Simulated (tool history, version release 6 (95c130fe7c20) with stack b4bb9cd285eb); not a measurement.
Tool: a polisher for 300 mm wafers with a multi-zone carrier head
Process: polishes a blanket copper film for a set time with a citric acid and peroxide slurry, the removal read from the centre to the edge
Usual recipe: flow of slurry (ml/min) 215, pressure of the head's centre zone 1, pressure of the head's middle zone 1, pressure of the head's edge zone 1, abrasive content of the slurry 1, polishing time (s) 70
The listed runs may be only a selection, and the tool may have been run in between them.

run	hour	flow of slurry (ml/min)	pressure of the head's centre zone	pressure of the head's middle zone	pressure of the head's edge zone	abrasive content of the slurry	polishing time (s)	wafers since the last listed run	wafers polished on this pad	hours since the slurry nozzle was cleaned	hours since the centre zone pressure was calibrated	hours since the edge zone pressure was calibrated	hours since the carrier head's membrane was replaced	incoming thickness of the incoming film, nm	film removed at the wafer's centre (Å)	film removed at mid-radius (Å)	film removed at the wafer's edge (Å)
1	0	215	1	1	1	1	70	0	434	227.6	5.5	68.6	1670.3	924.2	1454	1445	1497
2	6	215	1	1	1	1	70	69	503	233.6	11.5	74.6	1676.3	925.1	1441	1446	1516
3	15.9	215	1	1	1	1	70	115	619	243.5	21.4	84.5	1686.2	926.9	1446	1432	1507
4	23.1	195	1	1	1	1	70	83	702	250.7	28.6	91.7	1693.4	942	1408	1400	1462
5	37.7	245	1	1	1	1	70	169	872	265.3	43.2	106.3	1708	926	1468	1448	1525
6	58.2	215	1	1	1	1	70	238	1110	285.8	63.7	126.8	1728.5	915	1403	1423	1496
# hour 71.7: slurry nozzle cleaned
7	76.1	150	1	1	1	1	70	196	1307	4.4	81.6	144.7	1746.4	933.8	1398	1384	1480
# hour 87: worn pad replaced by a new one
8	87.5	215	1	0.9	0.89	0.75	88	86	5	15.8	93	156.1	1757.8	925.8	1699	1528	1668
9	96.3	215	1	0.93	1	1	70	102	107	24.6	101.8	164.9	1766.6	947.9	1517	1429	1542
10	106.2	215	1.1	0.89	1	1	70	115	222	34.5	111.7	174.8	1776.5	933.9	1597	1345	1563
11	112.2	215	1	1.12	1.09	1.15	61	69	292	40.5	117.7	180.8	1782.5	919.5	1375	1520	1463
# hour 124.3: carrier head's membrane replaced by a new one
12	127	215	1.09	0.88	1	1	46	113	406	55.3	132.5	195.6	2.7	933.1	1057	885	1023
13	138.3	215	1.05	1	1.05	1	70	131	538	66.6	143.8	206.9	14	932.8	1559	1494	1586
14	151.8	240	1	1	1	1.25	54	156	694	80.1	157.3	220.4	27.5	943.4	1276	1272	1290

Run 15 has not been measured yet. What should we expect?
15	159.1	215	1	1	1	1	70	84	779	87.4	164.6	227.7	34.8	925.8	?	?	?

{"run 15": {"film removed at the wafer's centre (Å)": 1504, "film removed at mid-radius (Å)": 1494, "film removed at the wafer's edge (Å)": 1539}}
With the hidden condition absent and the run-to-run variation left alone, this run would have shown film removed at the wafer's centre (Å) 1533, film removed at mid-radius (Å) 1519, film removed at the wafer's edge (Å) 1558.
